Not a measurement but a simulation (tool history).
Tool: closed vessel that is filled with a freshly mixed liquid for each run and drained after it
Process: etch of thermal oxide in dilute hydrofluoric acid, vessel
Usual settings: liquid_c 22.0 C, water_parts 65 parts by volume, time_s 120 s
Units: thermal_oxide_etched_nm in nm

run,hour,liquid_c,water_parts,time_s,"read-back film thickness of the thermal oxide reference wafer, read on the same gauge (nm)",thermal_oxide_etched_nm
1,0.0,22.0,65,120,120.00,9.68
2,67.5,22.0,65,120,120.02,9.67
3,135.0,22.0,65,120,119.99,9.84
4,179.9,22.0,65,120,119.99,9.92
5,217.7,22.0,65,120,119.98,9.87
# hour 268.6: gauge calibrated
6,276.3,22.0,65,120,120.00,9.83
7,331.7,22.0,50,120,120.00,13.15
8,360.4,22.0,50,120,120.01,13.27
9,427.2,22.0,50,120,120.00,13.23
# hour 437.1: thermometer replaced
10,489.3,19.5,50,120,120.00,10.86
# hour 520.7: hydrofluoric acid flow meter replaced
11,544.6,22.0,65,120,119.99,9.28
12,591.8,22.0,45,140,120.00,15.98
13,637.8,19.5,65,120,119.99,8.37
# hour 645.6: gauge calibrated
14,675.3,27.0,85,120,119.99,8.36
15,720.6,22.0,65,120,120.00,9.46
16,763.0,24.0,45,150,120.00,18.69
17,818.4,22.0,65,120,119.99,9.35
18,863.0,22.0,65,120,119.99,9.40

5 ways to go on from here, each from the tool as it stands after run 18. What would each give?
A,863.7,22.0,65,120,?,?
B,863.7,25.0,75,60,?,?
C,863.7,25.5,65,120,?,?
D,863.7,22.0,55,190,?,?
E,863.7,22.0,65,185,?,?

run,"read-back film thickness of the thermal oxide reference wafer, read on the same gauge (nm)",thermal_oxide_etched_nm
A,120.00,9.36
B,120.00,4.52
C,120.00,10.78
D,120.00,17.73
E,120.00,14.42
Without the tool's hidden state the same runs would have given:
run,thermal_oxide_etched_nm
A,9.06
B,4.38
C,10.45
D,17.16
E,13.97
